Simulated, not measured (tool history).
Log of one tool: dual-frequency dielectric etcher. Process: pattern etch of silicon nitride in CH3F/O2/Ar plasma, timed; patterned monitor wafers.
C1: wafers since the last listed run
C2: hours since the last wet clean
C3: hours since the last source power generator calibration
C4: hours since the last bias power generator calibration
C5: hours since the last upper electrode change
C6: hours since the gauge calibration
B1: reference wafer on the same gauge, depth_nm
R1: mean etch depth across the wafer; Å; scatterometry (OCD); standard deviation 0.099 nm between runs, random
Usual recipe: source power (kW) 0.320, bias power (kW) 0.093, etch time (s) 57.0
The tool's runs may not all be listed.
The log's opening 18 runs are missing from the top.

run 19 hour=1486.2 | source_power_(kW)=0.250 bias_power_(kW)=0.101 etch_time_(s)=65.0 | C1=813 C2=232.9 C3=137.3 C4=784.1 C5=771.0 C6=949.4 | B1=42.69 | R1=429.1
run 20 hour=1569.6 | source_power_(kW)=0.350 bias_power_(kW)=0.072 etch_time_(s)=57.0 | C1=1073 C2=316.3 C3=220.7 C4=867.5 C5=854.4 C6=1032.8 | B1=42.68 | R1=355.2
run 21 hour=1639.1 | source_power_(kW)=0.280 bias_power_(kW)=0.093 etch_time_(s)=64.5 | C1=894 C2=385.8 C3=290.2 C4=937.0 C5=923.9 C6=1102.3 | B1=42.70 | R1=422.6
run 22 hour=1704.7 | source_power_(kW)=0.320 bias_power_(kW)=0.093 etch_time_(s)=57.0 | C1=844 C2=451.4 C3=355.8 C4=1002.6 C5=989.5 C6=1167.9 | B1=42.68 | R1=381.6
run 23 hour=1794.6 | source_power_(kW)=0.320 bias_power_(kW)=0.072 etch_time_(s)=72.5 | C1=1156 C2=541.3 C3=445.7 C4=1092.5 C5=1079.4 C6=1257.8 | B1=42.72 | R1=446.3
-- hour=1866.3 wet clean of the chamber
run 24 hour=1871.5 | source_power_(kW)=0.350 bias_power_(kW)=0.113 etch_time_(s)=67.5 | C1=680 C2=5.2 C3=522.6 C4=1169.4 C5=1156.3 C6=1334.7 | B1=42.69 | R1=497.5
run 25 hour=1974.8 | source_power_(kW)=0.360 bias_power_(kW)=0.093 etch_time_(s)=57.0 | C1=1329 C2=108.5 C3=625.9 C4=1272.7 C5=1259.6 C6=1438.0 | B1=42.72 | R1=392.3
run 26 hour=2035.1 | source_power_(kW)=0.300 bias_power_(kW)=0.080 etch_time_(s)=57.0 | C1=775 C2=168.8 C3=686.2 C4=1333.0 C5=1319.9 C6=1498.3 | B1=42.69 | R1=358.5
run 27 hour=2107.3 | source_power_(kW)=0.320 bias_power_(kW)=0.093 etch_time_(s)=57.0 | C1=929 C2=241.0 C3=758.4 C4=1405.2 C5=1392.1 C6=1570.5 | B1=42.72 | R1=383.7
run 28 hour=2333.1 | source_power_(kW)=0.320 bias_power_(kW)=0.093 etch_time_(s)=57.0 | C1=2905 C2=466.8 C3=984.2 C4=1631.0 C5=1617.9 C6=1796.3 | B1=42.71 | R1=383.9
-- hour=2391.2 wet clean of the chamber
run 29 hour=2436.4 | source_power_(kW)=0.320 bias_power_(kW)=0.093 etch_time_(s)=57.0 | C1=1020 C2=45.2 C3=1087.5 C4=1734.3 C5=1721.2 C6=1899.6 | B1=42.71 | R1=385.4
run 30 hour=2529.5 | source_power_(kW)=0.320 bias_power_(kW)=0.093 etch_time_(s)=57.0 | C1=1198 C2=138.3 C3=1180.6 C4=1827.4 C5=1814.3 C6=1992.7 | B1=42.67 | R1=383.6

Below are 3 alternative next runs, each starting from the tool's condition after run 30. Predict each:
run A hour=2529.9 | source_power_(kW)=0.270 bias_power_(kW)=0.093 etch_time_(s)=57.0 | C1=5 C2=138.7 C3=1181.0 C4=1827.8 C5=1814.7 C6=1993.1 | B1=? | R1=?
run B hour=2529.9 | source_power_(kW)=0.250 bias_power_(kW)=0.093 etch_time_(s)=57.0 | C1=5 C2=138.7 C3=1181.0 C4=1827.8 C5=1814.7 C6=1993.1 | B1=? | R1=?
run C hour=2529.9 | source_power_(kW)=0.320 bias_power_(kW)=0.093 etch_time_(s)=61.5 | C1=5 C2=138.7 C3=1181.0 C4=1827.8 C5=1814.7 C6=1993.1 | B1=? | R1=?

run=A B1=42.71 R1=370.0
run=B B1=42.71 R1=364.9
run=C B1=42.71 R1=412.5
With the hidden condition removed and each run's random variation left untouched, the same runs would have given:
run=A R1=368.0
run=B R1=362.9
run=C R1=410.2

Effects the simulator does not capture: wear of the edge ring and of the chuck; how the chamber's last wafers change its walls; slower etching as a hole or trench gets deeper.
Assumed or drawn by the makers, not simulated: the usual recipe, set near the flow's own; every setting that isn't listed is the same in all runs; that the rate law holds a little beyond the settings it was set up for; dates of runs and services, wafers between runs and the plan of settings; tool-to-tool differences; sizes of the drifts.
